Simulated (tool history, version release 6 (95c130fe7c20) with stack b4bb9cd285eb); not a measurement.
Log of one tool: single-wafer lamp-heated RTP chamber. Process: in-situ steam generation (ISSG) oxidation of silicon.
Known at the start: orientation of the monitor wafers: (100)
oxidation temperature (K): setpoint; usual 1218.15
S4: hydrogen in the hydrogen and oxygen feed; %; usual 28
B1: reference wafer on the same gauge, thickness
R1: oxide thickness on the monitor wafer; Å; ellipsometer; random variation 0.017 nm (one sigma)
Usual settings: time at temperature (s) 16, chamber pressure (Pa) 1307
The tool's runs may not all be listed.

{"run": 1, "hour": 0.0, "oxidation temperature (K)": 1218.15, "time at temperature (s)": 18, "chamber pressure (Pa)": 1307, "S4": 28, "B1": 3.94, "R1": 47.98}
{"run": 2, "hour": 42.9, "oxidation temperature (K)": 1218.15, "time at temperature (s)": 18, "chamber pressure (Pa)": 1307, "S4": 28, "B1": 3.936, "R1": 48.26}
{"run": 3, "hour": 70.5, "oxidation temperature (K)": 1218.15, "time at temperature (s)": 18, "chamber pressure (Pa)": 1307, "S4": 28, "B1": 3.938, "R1": 48.34}
{"run": 4, "hour": 109.0, "oxidation temperature (K)": 1218.15, "time at temperature (s)": 16, "chamber pressure (Pa)": 1307, "S4": 28, "B1": 3.94, "R1": 46.56}
{"run": 5, "hour": 142.8, "oxidation temperature (K)": 1218.15, "time at temperature (s)": 16, "chamber pressure (Pa)": 1307, "S4": 28, "B1": 3.941, "R1": 46.89}
{"hour": 159.6, "done": "pyrometer window cleaned and pyrometer calibrated"}
{"run": 6, "hour": 194.0, "oxidation temperature (K)": 1213.15, "time at temperature (s)": 16, "chamber pressure (Pa)": 1307, "S4": 28, "B1": 3.94, "R1": 44.98}
{"run": 7, "hour": 250.6, "oxidation temperature (K)": 1213.15, "time at temperature (s)": 16, "chamber pressure (Pa)": 1307, "S4": 28, "B1": 3.937, "R1": 45.12}
{"run": 8, "hour": 314.5, "oxidation temperature (K)": 1213.15, "time at temperature (s)": 16, "chamber pressure (Pa)": 1307, "S4": 28, "B1": 3.939, "R1": 45.07}
{"run": 9, "hour": 352.1, "oxidation temperature (K)": 1218.15, "time at temperature (s)": 16, "chamber pressure (Pa)": 1307, "S4": 28, "B1": 3.942, "R1": 46.22}
{"run": 10, "hour": 410.6, "oxidation temperature (K)": 1218.15, "time at temperature (s)": 16, "chamber pressure (Pa)": 1307, "S4": 28, "B1": 3.942, "R1": 46.2}
{"run": 11, "hour": 446.3, "oxidation temperature (K)": 1218.15, "time at temperature (s)": 16, "chamber pressure (Pa)": 1307, "S4": 28, "B1": 3.935, "R1": 46.66}
{"run": 12, "hour": 481.1, "oxidation temperature (K)": 1218.15, "time at temperature (s)": 16, "chamber pressure (Pa)": 1307, "S4": 28, "B1": 3.939, "R1": 46.46}
{"hour": 493.3, "done": "pyrometer window cleaned and pyrometer calibrated"}
{"run": 13, "hour": 546.1, "oxidation temperature (K)": 1218.15, "time at temperature (s)": 16, "chamber pressure (Pa)": 1307, "S4": 28, "B1": 3.939, "R1": 45.41}
{"hour": 560.3, "done": "gauge calibrated"}
{"hour": 602.7, "done": "pressure gauge zeroed"}
{"run": 14, "hour": 613.6, "oxidation temperature (K)": 1218.15, "time at temperature (s)": 16, "chamber pressure (Pa)": 1307, "S4": 28, "B1": 3.946, "R1": 45.93}
{"run": 15, "hour": 669.2, "oxidation temperature (K)": 1218.15, "time at temperature (s)": 16, "chamber pressure (Pa)": 1307, "S4": 32, "B1": 3.942, "R1": 47.58}
{"hour": 689.5, "done": "hydrogen flow controller replaced"}
{"run": 16, "hour": 721.7, "oxidation temperature (K)": 1235.15, "time at temperature (s)": 16, "chamber pressure (Pa)": 1360, "S4": 32, "B1": 3.941, "R1": 49.68}
{"run": 17, "hour": 782.7, "oxidation temperature (K)": 1218.15, "time at temperature (s)": 16, "chamber pressure (Pa)": 1307, "S4": 28, "B1": 3.94, "R1": 46.55}
{"hour": 818.0, "done": "pyrometer window cleaned and pyrometer calibrated"}
{"run": 18, "hour": 818.5, "oxidation temperature (K)": 1218.15, "time at temperature (s)": 19, "chamber pressure (Pa)": 1307, "S4": 28, "B1": 3.944, "R1": 48.86}
{"run": 19, "hour": 846.6, "oxidation temperature (K)": 1225.15, "time at temperature (s)": 16, "chamber pressure (Pa)": 1360, "S4": 28, "B1": 3.937, "R1": 46.37}
{"run": 20, "hour": 905.3, "oxidation temperature (K)": 1233.15, "time at temperature (s)": 22, "chamber pressure (Pa)": 1227, "S4": 31, "B1": 3.935, "R1": 56.32}
{"run": 21, "hour": 972.9, "oxidation temperature (K)": 1218.15, "time at temperature (s)": 12, "chamber pressure (Pa)": 1307, "S4": 28, "B1": 3.938, "R1": 41.29}
{"run": 22, "hour": 1015.2, "oxidation temperature (K)": 1203.15, "time at temperature (s)": 16, "chamber pressure (Pa)": 1307, "S4": 28, "B1": 3.937, "R1": 44.63}
{"run": 23, "hour": 1053.4, "oxidation temperature (K)": 1236.15, "time at temperature (s)": 16, "chamber pressure (Pa)": 1307, "S4": 28, "B1": 3.941, "R1": 48.85}
{"run": 24, "hour": 1112.0, "oxidation temperature (K)": 1237.15, "time at temperature (s)": 16, "chamber pressure (Pa)": 1253, "S4": 28, "B1": 3.944, "R1": 49.8}
{"hour": 1129.4, "done": "pyrometer window cleaned and pyrometer calibrated"}
{"run": 25, "hour": 1178.0, "oxidation temperature (K)": 1218.15, "time at temperature (s)": 11, "chamber pressure (Pa)": 1227, "S4": 28, "B1": 3.935, "R1": 40.69}
{"run": 26, "hour": 1214.7, "oxidation temperature (K)": 1224.15, "time at temperature (s)": 14, "chamber pressure (Pa)": 1107, "S4": 28, "B1": 3.938, "R1": 45.21}
{"run": 27, "hour": 1262.8, "oxidation temperature (K)": 1218.15, "time at temperature (s)": 22, "chamber pressure (Pa)": 1107, "S4": 28, "B1": 3.937, "R1": 53.42}

Forecast each of these 4 alternatives for the next run:
{"run": "A", "hour": 1263.2, "oxidation temperature (K)": 1218.15, "time at temperature (s)": 16, "chamber pressure (Pa)": 1307, "S4": 28, "B1": "?", "R1": "?"}
{"run": "B", "hour": 1263.2, "oxidation temperature (K)": 1226.15, "time at temperature (s)": 16, "chamber pressure (Pa)": 1307, "S4": 32, "B1": "?", "R1": "?"}
{"run": "C", "hour": 1263.2, "oxidation temperature (K)": 1235.15, "time at temperature (s)": 16, "chamber pressure (Pa)": 1307, "S4": 28, "B1": "?", "R1": "?"}
{"run": "D", "hour": 1263.2, "oxidation temperature (K)": 1234.15, "time at temperature (s)": 22, "chamber pressure (Pa)": 1147, "S4": 25, "B1": "?", "R1": "?"}

run=A B1=3.936 R1=46.22
run=B B1=3.936 R1=48.76
run=C B1=3.936 R1=48.52
run=D B1=3.936 R1=54.76
Without the tool's hidden state the same runs would have given:
run=A R1=45.90
run=B R1=48.42
run=C R1=48.16
run=D R1=54.30

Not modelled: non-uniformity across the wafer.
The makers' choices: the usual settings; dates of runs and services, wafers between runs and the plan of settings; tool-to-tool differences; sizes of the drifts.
